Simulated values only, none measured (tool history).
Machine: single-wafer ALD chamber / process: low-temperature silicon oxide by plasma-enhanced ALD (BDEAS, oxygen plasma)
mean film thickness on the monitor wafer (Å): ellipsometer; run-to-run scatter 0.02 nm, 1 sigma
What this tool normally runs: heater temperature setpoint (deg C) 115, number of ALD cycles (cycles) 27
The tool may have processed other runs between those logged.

run	hour	heater temperature setpoint (deg C)	number of ALD cycles (cycles)	read-back reference wafer on the same gauge, thickness_nm	mean film thickness on the monitor wafer (Å)
1	0	115	27	3.342	40
2	67.3	115	27	3.33	39.41
3	92.7	111	27	3.335	40.26
4	130.6	111	27	3.332	39.83
5	156.1	111	27	3.334	39.86
6	183.8	115	27	3.33	39.41
7	268	115	27	3.329	39.73
8	310.4	115	27	3.333	39.59
9	366.7	115	30	3.327	43.9
10	416.8	115	30	3.327	43.97
11	488.1	118	27	3.318	39.06
12	551	118	27	3.315	39.11
13	589.2	107	27	3.312	39.83
14	627.2	107	27	3.316	39.73
15	661.7	107	27	3.316	39.54
16	716.9	109	27	3.319	39.73
17	763.3	115	27	3.312	39.22
# hour 783.1: gauge calibrated
# hour 818.5: thermocouple changed; heater temperature recalibrated
18	825.7	115	27	3.37	40.28
19	883.5	115	27	3.378	40.23
20	938.4	115	27	3.37	39.86
21	999.9	109	31	3.368	46.77
22	1062.6	115	31	3.362	46.32
23	1086.9	123	30	3.375	44.17
24	1124.7	109	23	3.366	34.39
25	1188	121	27	3.361	39.41
26	1221.8	115	27	3.359	40.4
27	1283.7	120	27	3.347	39.86
28	1326.8	107	22	3.36	32.86
29	1390.4	124	22	3.355	32.11
30	1454.3	119	22	3.352	32.18
31	1490.7	107	27	3.351	40.49
32	1544.7	130	25	3.35	35.8
33	1592.1	115	27	3.355	39.55
34	1619.6	100	25	3.343	37.9
35	1650	115	27	3.343	39.75
36	1698.1	115	32	3.346	47.38
37	1759.8	129	29	3.331	41.67
38	1816.8	115	29	3.338	42.23
39	1863.3	105	29	3.345	43.5
40	1890.1	111	22	3.33	32.61
41	1915	115	27	3.331	39.85

Had the tool no unlogged condition, and each run kept its random variation, what would the results have been?
Hidden state present: wafer temperature above the value expected at the setpoint (K); gauge reads high (%).
run	mean film thickness on the monitor wafer (Å)
1	40.37
2	39.8
3	40.67
4	40.26
5	40.3
6	39.86
7	40.22
8	40.1
9	44.5
10	44.59
11	39.64
12	39.72
13	40.48
14	40.39
15	40.22
16	40.44
17	39.94
18	40.22
19	40.19
20	39.85
21	46.79
22	46.37
23	44.23
24	34.45
25	39.52
26	40.52
27	40.01
28	33
29	32.27
30	32.37
31	40.74
32	36.04
33	39.84
34	38.19
35	40.07
36	47.78
37	42.06
38	42.65
39	43.95
40	32.96
41	40.29

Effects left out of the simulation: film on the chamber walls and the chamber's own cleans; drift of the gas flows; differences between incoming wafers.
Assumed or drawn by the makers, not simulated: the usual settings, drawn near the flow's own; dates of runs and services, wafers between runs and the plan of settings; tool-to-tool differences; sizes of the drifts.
